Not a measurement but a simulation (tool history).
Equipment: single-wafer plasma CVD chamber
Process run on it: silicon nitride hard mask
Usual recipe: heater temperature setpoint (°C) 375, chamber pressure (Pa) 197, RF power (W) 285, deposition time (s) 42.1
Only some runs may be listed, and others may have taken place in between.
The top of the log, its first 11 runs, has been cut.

| run | day | heater temperature setpoint (°C) | chamber pressure (Pa) | RF power (W) | deposition time (s) | wafers since the last listed run | hours since the last thermocouple change | hours since the last RF generator calibration | hours since the last manometer calibration | hours since the showerhead was replaced | hours since the gauge calibration | read-back reference wafer on the same gauge, thickness_nm | mean film thickness on the monitor wafer (angstrom) |
|---|---|---|---|---|---|---|---|---|---|---|---|---|---|
| 12 | 5.029 | 384 | 197 | 245 | 35.6 | 198 | 35.9 | 2009.8 | 15.8 | 6336.9 | 101.3 | 47.284 | 335.26 |
| 13 | 5.458 | 361 | 197 | 245 | 42.1 | 149 | 46.2 | 2020.1 | 26.1 | 6347.2 | 111.6 | 47.328 | 403.41 |
| 14 | 5.867 | 375 | 197 | 285 | 48.1 | 141 | 56 | 2029.9 | 35.9 | 6357 | 121.4 | 47.27 | 518.39 |
|  | 6.454 | showerhead replaced, of another model than before |
|  | 6.642 | RF generator calibrated |
| 15 | 6.662 | 382 | 197 | 315 | 42.1 | 95 | 75.1 | 0.5 | 55 | 5 | 140.5 | 47.203 | 531.07 |
| 16 | 6.971 | 384 | 197 | 285 | 42.1 | 107 | 82.5 | 7.9 | 62.4 | 12.4 | 147.9 | 47.357 | 491.98 |
| 17 | 7.612 | 375 | 197 | 285 | 42.1 | 222 | 97.9 | 23.3 | 77.8 | 27.8 | 163.3 | 47.356 | 494.85 |
| 18 | 8.238 | 375 | 197 | 285 | 42.1 | 217 | 112.9 | 38.3 | 92.8 | 42.8 | 178.3 | 47.297 | 494.77 |
| 19 | 8.762 | 375 | 197 | 285 | 42.1 | 182 | 125.5 | 50.9 | 105.4 | 55.4 | 190.9 | 47.263 | 495.83 |
| 20 | 9.246 | 375 | 197 | 285 | 42.1 | 167 | 137.1 | 62.5 | 117 | 67 | 202.5 | 47.288 | 494.69 |
| 21 | 9.733 | 375 | 197 | 285 | 48.7 | 169 | 148.8 | 74.2 | 128.7 | 78.7 | 214.2 | 47.302 | 575.51 |
| 22 | 10.442 | 375 | 197 | 285 | 42.1 | 246 | 165.8 | 91.2 | 145.7 | 95.7 | 231.2 | 47.315 | 494.73 |
| 23 | 10.875 | 381 | 225 | 245 | 42.1 | 150 | 176.2 | 101.6 | 156.1 | 106.1 | 241.6 | 47.235 | 454.33 |
| 24 | 11.379 | 375 | 216 | 230 | 36.2 | 175 | 188.3 | 113.7 | 168.2 | 118.2 | 253.7 | 47.276 | 375.59 |
| 25 | 11.879 | 375 | 163 | 310 | 42.1 | 173 | 200.3 | 125.7 | 180.2 | 130.2 | 265.7 | 47.221 | 509.36 |
| 26 | 12.396 | 365 | 153 | 240 | 44.9 | 179 | 212.7 | 138.1 | 192.6 | 142.6 | 278.1 | 47.343 | 457.71 |
| 27 | 12.933 | 375 | 197 | 325 | 42.1 | 186 | 225.6 | 151 | 205.5 | 155.5 | 291 | 47.337 | 538.56 |
| 28 | 13.65 | 375 | 197 | 325 | 42.1 | 249 | 242.8 | 168.2 | 222.7 | 172.7 | 308.2 | 47.269 | 534.89 |
| 29 | 14.321 | 375 | 151 | 250 | 42.1 | 233 | 258.9 | 184.3 | 238.8 | 188.8 | 324.3 | 47.313 | 443.42 |
|  | 14.721 | gauge calibrated |
| 30 | 14.833 | 363 | 197 | 285 | 46.1 | 178 | 271.2 | 196.6 | 251.1 | 201.1 | 2.7 | 47.232 | 539.54 |

Here are 3 independent what-if runs from the current tool condition. What would each one return?
| A | 14.85 | 375 | 197 | 285 | 42.1 | 5 | 271.6 | 197 | 251.5 | 201.5 | 3.1 | ? | ? |
| B | 14.85 | 385 | 231 | 310 | 46.2 | 5 | 271.6 | 197 | 251.5 | 201.5 | 3.1 | ? | ? |
| C | 14.85 | 385 | 197 | 265 | 42.1 | 5 | 271.6 | 197 | 251.5 | 201.5 | 3.1 | ? | ? |

| run | read-back reference wafer on the same gauge, thickness_nm | mean film thickness on the monitor wafer (angstrom) |
|---|---|---|
| A | 47.306 | 492.61 |
| B | 47.306 | 579.1 |
| C | 47.306 | 467.81 |
Had the tool no hidden state, the same runs would have come out as:
| run | mean film thickness on the monitor wafer (angstrom) |
|---|---|
| A | 496.74 |
| B | 583.8 |
| C | 471.88 |

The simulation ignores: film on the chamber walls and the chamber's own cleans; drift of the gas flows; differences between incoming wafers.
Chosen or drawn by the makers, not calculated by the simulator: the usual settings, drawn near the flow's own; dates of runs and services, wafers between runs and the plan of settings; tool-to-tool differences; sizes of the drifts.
